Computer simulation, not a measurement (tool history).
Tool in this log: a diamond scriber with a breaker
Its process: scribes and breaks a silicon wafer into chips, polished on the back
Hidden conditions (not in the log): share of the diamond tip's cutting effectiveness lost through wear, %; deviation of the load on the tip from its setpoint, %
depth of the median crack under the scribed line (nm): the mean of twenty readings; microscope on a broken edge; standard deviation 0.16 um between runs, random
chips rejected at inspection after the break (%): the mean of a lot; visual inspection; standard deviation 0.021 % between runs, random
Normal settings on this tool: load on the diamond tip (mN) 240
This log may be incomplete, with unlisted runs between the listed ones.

run,hour,load on the diamond tip (mN),wafers since the last listed run,hours since the diamond tip was replaced,hours since the load on the tip was calibrated,"incoming depth of the damage left on the back of the incoming wafer, um",depth of the median crack under the scribed line (nm),chips rejected at inspection after the break (%)
1,0.0,240,0,297.5,1098.4,0.03,14500,0.47
2,66.1,240,162,363.6,1164.5,0.03,14240,0.46
3,144.5,240,192,442.0,1242.9,0.02,14040,0.54
4,220.7,240,187,518.2,1319.1,0.05,13740,0.60
5,325.1,240,256,622.6,1423.5,0.04,13430,0.85
6,407.3,240,201,704.8,1505.7,0.03,13590,1.10
# hour 479.5: load on the tip recalibrated
7,504.4,218,233,801.9,24.9,0.03,12200,3.02
8,588.8,295,207,886.3,109.3,0.04,14260,0.44
# hour 686.8: diamond tip replaced by a new one
9,696.7,199,259,9.9,217.2,0.01,13170,1.39
10,772.8,272,186,86.0,293.3,0.01,15580,0.82
11,817.1,240,108,130.3,337.6,0.05,14450,0.41
12,869.7,172,129,182.9,390.2,0.02,12290,3.92
13,935.8,240,162,249.0,456.3,0.01,14570,0.42
14,1042.7,170,262,355.9,563.2,0.03,11680,4.22

How would selected steps in depth of the median crack under the scribed line (nm) from run to run divide? Give the signed amount a tool lacking its hidden state would still show from settings, what came in and random variation, and the signed amount left for the hidden state, including any gauge scatter that is not in both of the compared results.
Run 8 -> 9: load on the diamond tip (mN) 295 -> 199, diamond tip replaced by a new one. depth of the median crack under the scribed line (nm) -1090: hidden state +2100, all else -3190.
Run 13 -> 14: load on the diamond tip (mN) 240 -> 170. depth of the median crack under the scribed line (nm) -2890: hidden state -90, all else -2800.

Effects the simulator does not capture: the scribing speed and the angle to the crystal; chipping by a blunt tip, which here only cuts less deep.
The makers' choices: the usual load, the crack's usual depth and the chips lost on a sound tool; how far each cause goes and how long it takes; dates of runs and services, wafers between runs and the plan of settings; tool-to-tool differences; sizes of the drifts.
